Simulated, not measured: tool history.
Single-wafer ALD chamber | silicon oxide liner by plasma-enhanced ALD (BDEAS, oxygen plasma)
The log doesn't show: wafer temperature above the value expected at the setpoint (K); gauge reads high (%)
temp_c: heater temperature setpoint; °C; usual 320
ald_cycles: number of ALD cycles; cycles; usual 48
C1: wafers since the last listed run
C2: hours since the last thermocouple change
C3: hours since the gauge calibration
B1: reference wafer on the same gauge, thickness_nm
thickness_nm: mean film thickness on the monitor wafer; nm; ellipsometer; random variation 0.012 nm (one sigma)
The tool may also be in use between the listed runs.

{"run": 1, "day": 0.0, "temp_c": 320, "ald_cycles": 48, "C1": 0, "C2": 1334, "C3": 178.2, "B1": 4.365, "thickness_nm": 4.667}
{"run": 2, "day": 0.654, "temp_c": 320, "ald_cycles": 48, "C1": 66, "C2": 1349.7, "C3": 193.9, "B1": 4.362, "thickness_nm": 4.642}
{"run": 3, "day": 0.95, "temp_c": 320, "ald_cycles": 48, "C1": 30, "C2": 1356.8, "C3": 201, "B1": 4.358, "thickness_nm": 4.646}
{"run": 4, "day": 1.379, "temp_c": 320, "ald_cycles": 48, "C1": 43, "C2": 1367.1, "C3": 211.3, "B1": 4.363, "thickness_nm": 4.636}
{"run": 5, "day": 1.654, "temp_c": 320, "ald_cycles": 48, "C1": 28, "C2": 1373.7, "C3": 217.9, "B1": 4.358, "thickness_nm": 4.672}
{"run": 6, "day": 1.975, "temp_c": 320, "ald_cycles": 48, "C1": 32, "C2": 1381.4, "C3": 225.6, "B1": 4.358, "thickness_nm": 4.643}
{"run": 7, "day": 2.696, "temp_c": 320, "ald_cycles": 48, "C1": 73, "C2": 1398.7, "C3": 242.9, "B1": 4.349, "thickness_nm": 4.642}
{"run": 8, "day": 3.229, "temp_c": 320, "ald_cycles": 48, "C1": 54, "C2": 1411.5, "C3": 255.7, "B1": 4.349, "thickness_nm": 4.661}
{"run": 9, "day": 3.779, "temp_c": 320, "ald_cycles": 48, "C1": 56, "C2": 1424.7, "C3": 268.9, "B1": 4.346, "thickness_nm": 4.641}
{"run": 10, "day": 4.117, "temp_c": 320, "ald_cycles": 48, "C1": 34, "C2": 1432.8, "C3": 277, "B1": 4.345, "thickness_nm": 4.631}
{"run": 11, "day": 4.817, "temp_c": 320, "ald_cycles": 48, "C1": 71, "C2": 1449.6, "C3": 293.8, "B1": 4.344, "thickness_nm": 4.621}
{"run": 12, "day": 5.408, "temp_c": 320, "ald_cycles": 48, "C1": 60, "C2": 1463.8, "C3": 308, "B1": 4.339, "thickness_nm": 4.641}
{"day": 5.742, "done": "thermocouple changed; heater temperature recalibrated"}
{"run": 13, "day": 6.054, "temp_c": 320, "ald_cycles": 48, "C1": 31, "C2": 7.5, "C3": 323.5, "B1": 4.336, "thickness_nm": 4.622}
{"run": 14, "day": 6.392, "temp_c": 329, "ald_cycles": 44, "C1": 34, "C2": 15.6, "C3": 331.6, "B1": 4.336, "thickness_nm": 4.169}
{"run": 15, "day": 6.812, "temp_c": 320, "ald_cycles": 48, "C1": 43, "C2": 25.7, "C3": 341.7, "B1": 4.337, "thickness_nm": 4.608}
{"day": 7.121, "done": "gauge calibrated"}
{"run": 16, "day": 7.529, "temp_c": 320, "ald_cycles": 48, "C1": 73, "C2": 42.9, "C3": 9.8, "B1": 4.407, "thickness_nm": 4.717}
{"run": 17, "day": 8.271, "temp_c": 313, "ald_cycles": 48, "C1": 75, "C2": 60.7, "C3": 27.6, "B1": 4.398, "thickness_nm": 4.729}
{"run": 18, "day": 8.688, "temp_c": 314, "ald_cycles": 41, "C1": 42, "C2": 70.7, "C3": 37.6, "B1": 4.395, "thickness_nm": 4.052}
{"run": 19, "day": 8.979, "temp_c": 320, "ald_cycles": 48, "C1": 29, "C2": 77.7, "C3": 44.6, "B1": 4.395, "thickness_nm": 4.698}
{"run": 20, "day": 9.567, "temp_c": 320, "ald_cycles": 48, "C1": 60, "C2": 91.8, "C3": 58.7, "B1": 4.396, "thickness_nm": 4.665}
{"run": 21, "day": 10.021, "temp_c": 320, "ald_cycles": 48, "C1": 46, "C2": 102.7, "C3": 69.6, "B1": 4.396, "thickness_nm": 4.716}
{"run": 22, "day": 10.675, "temp_c": 310, "ald_cycles": 46, "C1": 66, "C2": 118.4, "C3": 85.3, "B1": 4.389, "thickness_nm": 4.58}
{"run": 23, "day": 11.179, "temp_c": 320, "ald_cycles": 48, "C1": 51, "C2": 130.5, "C3": 97.4, "B1": 4.387, "thickness_nm": 4.676}
{"run": 24, "day": 11.508, "temp_c": 320, "ald_cycles": 44, "C1": 33, "C2": 138.4, "C3": 105.3, "B1": 4.386, "thickness_nm": 4.275}
{"run": 25, "day": 12.071, "temp_c": 313, "ald_cycles": 40, "C1": 57, "C2": 151.9, "C3": 118.8, "B1": 4.38, "thickness_nm": 3.936}
{"run": 26, "day": 12.367, "temp_c": 326, "ald_cycles": 51, "C1": 30, "C2": 159, "C3": 125.9, "B1": 4.385, "thickness_nm": 4.929}
{"run": 27, "day": 13.012, "temp_c": 316, "ald_cycles": 48, "C1": 66, "C2": 174.5, "C3": 141.4, "B1": 4.382, "thickness_nm": 4.702}

Forecast each of these 4 alternatives for the next run:
{"run": "A", "day": 13.033, "temp_c": 320, "ald_cycles": 53, "C1": 2, "C2": 175, "C3": 141.9, "B1": "?", "thickness_nm": "?"}
{"run": "B", "day": 13.033, "temp_c": 328, "ald_cycles": 43, "C1": 2, "C2": 175, "C3": 141.9, "B1": "?", "thickness_nm": "?"}
{"run": "C", "day": 13.033, "temp_c": 308, "ald_cycles": 40, "C1": 2, "C2": 175, "C3": 141.9, "B1": "?", "thickness_nm": "?"}
{"run": "D", "day": 13.033, "temp_c": 320, "ald_cycles": 55, "C1": 2, "C2": 175, "C3": 141.9, "B1": "?", "thickness_nm": "?"}

run=A B1=4.381 thickness_nm=5.145
run=B B1=4.381 thickness_nm=4.12
run=C B1=4.381 thickness_nm=3.96
run=D B1=4.381 thickness_nm=5.339
Without the tool's hidden state the same runs would have given:
run=A thickness_nm=5.169
run=B thickness_nm=4.139
run=C thickness_nm=3.978
run=D thickness_nm=5.364

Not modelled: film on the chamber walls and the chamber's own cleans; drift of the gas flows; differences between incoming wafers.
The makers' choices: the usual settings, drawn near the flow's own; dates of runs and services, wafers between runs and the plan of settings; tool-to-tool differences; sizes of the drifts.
